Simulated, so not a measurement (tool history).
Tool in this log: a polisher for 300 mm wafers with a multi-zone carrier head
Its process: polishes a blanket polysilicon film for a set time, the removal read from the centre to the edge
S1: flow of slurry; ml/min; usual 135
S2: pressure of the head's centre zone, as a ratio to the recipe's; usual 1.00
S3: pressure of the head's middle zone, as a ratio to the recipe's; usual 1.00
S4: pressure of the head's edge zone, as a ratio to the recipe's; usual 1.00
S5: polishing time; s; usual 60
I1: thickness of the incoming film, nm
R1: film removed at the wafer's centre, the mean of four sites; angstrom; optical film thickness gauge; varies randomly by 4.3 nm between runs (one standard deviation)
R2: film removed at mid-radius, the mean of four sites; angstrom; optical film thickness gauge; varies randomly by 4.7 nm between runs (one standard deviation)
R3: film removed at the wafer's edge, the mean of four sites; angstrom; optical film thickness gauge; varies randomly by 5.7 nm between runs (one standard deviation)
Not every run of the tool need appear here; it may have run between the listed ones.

run	day	S1	S2	S3	S4	S5	I1	R1	R2	R3
1	0.000	135	1.00	1.00	1.00	60	2285.9	4680	4576	4654
2	1.254	135	1.00	1.00	1.00	60	2265.0	4551	4455	4455
3	1.862	160	1.03	1.00	1.00	60	2290.4	4840	4588	4600
4	2.779	160	1.03	1.00	1.00	60	2263.5	4803	4666	4579
# day 4.317: worn pad replaced by a new one
5	4.338	135	1.00	1.00	1.00	60	2297.7	4782	4700	4949
6	4.842	135	1.00	1.00	1.00	60	2268.2	4805	4679	4737
7	6.162	135	1.00	1.00	1.00	60	2319.5	4696	4593	4614
# day 6.696: centre zone pressure recalibrated
# day 6.908: edge zone pressure recalibrated
8	7.596	135	1.00	1.00	1.00	60	2264.5	4558	4443	4475
9	8.929	135	1.00	1.00	1.00	60	2274.9	4544	4354	4524
# day 9.725: carrier head's membrane replaced by a new one
10	10.158	135	0.93	1.10	1.10	60	2269.9	4307	4608	4595
# day 10.333: worn pad replaced by a new one
11	11.204	135	1.00	1.10	1.00	79	2280.9	6236	6504	6347
12	12.425	135	1.00	1.00	1.00	60	2290.7	4660	4460	4579
# day 13.146: slurry nozzle cleaned
13	13.400	150	0.96	1.00	1.10	60	2255.4	4601	4665	4825
14	14.025	135	1.00	1.00	1.00	60	2287.7	4600	4448	4575
15	14.738	165	1.00	0.90	1.00	48	2245.6	3790	3492	3801
16	16.154	90	0.90	0.91	1.00	76	2288.6	4678	4671	5332
# day 17.150: worn pad replaced by a new one
17	17.179	135	1.04	1.08	1.00	60	2272.1	5045	4961	4911
18	17.912	135	0.91	1.04	0.89	50	2316.8	3734	4017	3774
19	18.933	150	1.00	1.00	1.00	60	2254.3	4841	4665	4607

Below are 5 alternative next runs, each starting from the tool's condition after run 19. Predict each:
A	18.950	135	1.00	1.00	1.00	60	2254.7	?	?	?
B	18.950	135	1.00	0.92	1.00	60	2254.7	?	?	?
C	18.950	135	1.00	1.12	1.09	40	2254.7	?	?	?
D	18.950	90	0.95	0.94	0.96	60	2254.7	?	?	?
E	18.950	150	0.94	1.00	1.00	74	2254.7	?	?	?

run	R1	R2	R3
A	4741	4590	4530
B	4739	4390	4533
C	3162	3259	3139
D	3987	3937	4099
E	5760	5793	5680
Stripped of hidden state, with their random variation kept, the same runs would have yielded:
run	R1	R2	R3
A	4993	4834	4771
B	4992	4624	4775
C	3331	3432	3307
D	4200	4147	4317
E	6067	6102	5982
